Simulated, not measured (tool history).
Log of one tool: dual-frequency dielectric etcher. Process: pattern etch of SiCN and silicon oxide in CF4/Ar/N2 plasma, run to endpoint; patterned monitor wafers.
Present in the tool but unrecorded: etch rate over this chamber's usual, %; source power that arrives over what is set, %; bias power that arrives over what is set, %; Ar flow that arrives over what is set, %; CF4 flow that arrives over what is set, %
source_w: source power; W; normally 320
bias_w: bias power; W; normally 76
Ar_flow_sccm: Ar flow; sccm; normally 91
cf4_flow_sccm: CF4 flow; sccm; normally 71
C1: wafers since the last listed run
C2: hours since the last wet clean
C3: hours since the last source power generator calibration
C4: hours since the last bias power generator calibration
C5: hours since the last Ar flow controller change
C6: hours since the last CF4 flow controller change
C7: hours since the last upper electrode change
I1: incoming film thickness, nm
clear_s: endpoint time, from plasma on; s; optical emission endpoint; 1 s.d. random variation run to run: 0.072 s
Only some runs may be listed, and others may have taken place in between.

run 1 day=0 | source_w=320 bias_w=76 Ar_flow_sccm=91 cf4_flow_sccm=71 | C1=0 C2=70.9 C3=1377.2 C4=2069.4 C5=3507 C6=1555.6 C7=2549.7 | I1=8.93 | clear_s=14.8
run 2 day=4.688 | source_w=260 bias_w=76 Ar_flow_sccm=91 cf4_flow_sccm=71 | C1=1247 C2=183.4 C3=1489.7 C4=2181.9 C5=3619.5 C6=1668.1 C7=2662.2 | I1=8.96 | clear_s=17.2
run 3 day=7.075 | source_w=320 bias_w=76 Ar_flow_sccm=91 cf4_flow_sccm=71 | C1=635 C2=240.7 C3=1547 C4=2239.2 C5=3676.8 C6=1725.4 C7=2719.5 | I1=9.06 | clear_s=14.9
-- day=8.883 bias power generator calibrated
-- day=14.612 upper electrode replaced
run 4 day=15.158 | source_w=320 bias_w=76 Ar_flow_sccm=91 cf4_flow_sccm=71 | C1=1841 C2=434.7 C3=1741 C4=150.6 C5=3870.8 C6=1919.4 C7=13.1 | I1=8.9 | clear_s=14.3
run 5 day=18 | source_w=320 bias_w=76 Ar_flow_sccm=91 cf4_flow_sccm=71 | C1=756 C2=502.9 C3=1809.2 C4=218.8 C5=3939 C6=1987.6 C7=81.3 | I1=8.88 | clear_s=14.1
-- day=19.062 wet clean of the chamber
run 6 day=20.996 | source_w=320 bias_w=76 Ar_flow_sccm=107 cf4_flow_sccm=65 | C1=531 C2=46.4 C3=1881.1 C4=290.7 C5=4010.9 C6=2059.5 C7=153.2 | I1=8.97 | clear_s=15.8
run 7 day=24.454 | source_w=320 bias_w=76 Ar_flow_sccm=107 cf4_flow_sccm=65 | C1=920 C2=129.4 C3=1964.1 C4=373.7 C5=4093.9 C6=2142.5 C7=236.2 | I1=9 | clear_s=15.6
run 8 day=26.779 | source_w=320 bias_w=76 Ar_flow_sccm=70 cf4_flow_sccm=86 | C1=618 C2=185.2 C3=2019.9 C4=429.5 C5=4149.7 C6=2198.3 C7=292 | I1=9.04 | clear_s=13.9
-- day=27.258 Ar flow controller replaced
run 9 day=29.154 | source_w=320 bias_w=76 Ar_flow_sccm=71 cf4_flow_sccm=71 | C1=565 C2=242.2 C3=2076.9 C4=486.5 C5=45.5 C6=2255.3 C7=349 | I1=9.07 | clear_s=14.3
run 10 day=31.617 | source_w=260 bias_w=76 Ar_flow_sccm=91 cf4_flow_sccm=54 | C1=655 C2=301.3 C3=2136 C4=545.6 C5=104.6 C6=2314.4 C7=408.1 | I1=8.89 | clear_s=17.7
-- day=34.412 source power generator calibrated
run 11 day=34.433 | source_w=320 bias_w=76 Ar_flow_sccm=85 cf4_flow_sccm=71 | C1=705 C2=368.9 C3=0.5 C4=613.2 C5=172.2 C6=2382 C7=475.7 | I1=9.07 | clear_s=14.2
run 12 day=35.721 | source_w=360 bias_w=83 Ar_flow_sccm=68 cf4_flow_sccm=86 | C1=342 C2=399.8 C3=31.4 C4=644.1 C5=203.1 C6=2412.9 C7=506.6 | I1=9.04 | clear_s=11.7
run 13 day=37.133 | source_w=250 bias_w=81 Ar_flow_sccm=91 cf4_flow_sccm=71 | C1=376 C2=433.7 C3=65.3 C4=678 C5=237 C6=2446.8 C7=540.5 | I1=9 | clear_s=17.2
-- day=39.492 CF4 flow controller replaced
-- day=40.7 wet clean of the chamber
run 14 day=40.721 | source_w=290 bias_w=83 Ar_flow_sccm=69 cf4_flow_sccm=60 | C1=622 C2=0.5 C3=151.4 C4=764.1 C5=323.1 C6=29.5 C7=626.6 | I1=8.96 | clear_s=15.4
run 15 day=42.854 | source_w=360 bias_w=76 Ar_flow_sccm=91 cf4_flow_sccm=71 | C1=567 C2=51.7 C3=202.6 C4=815.3 C5=374.3 C6=80.7 C7=677.8 | I1=9.04 | clear_s=13.6

Run 16 is up next; what results do you expect?
run 16 day=44.158 | source_w=320 bias_w=76 Ar_flow_sccm=91 cf4_flow_sccm=71 | C1=347 C2=83 C3=233.9 C4=846.6 C5=405.6 C6=112 C7=709.1 | I1=9.08 | clear_s=?

For run 16 the tool returned clear_s 15 s.
Had the tool carried no hidden state, the very same run would have given clear_s 14.9 s.
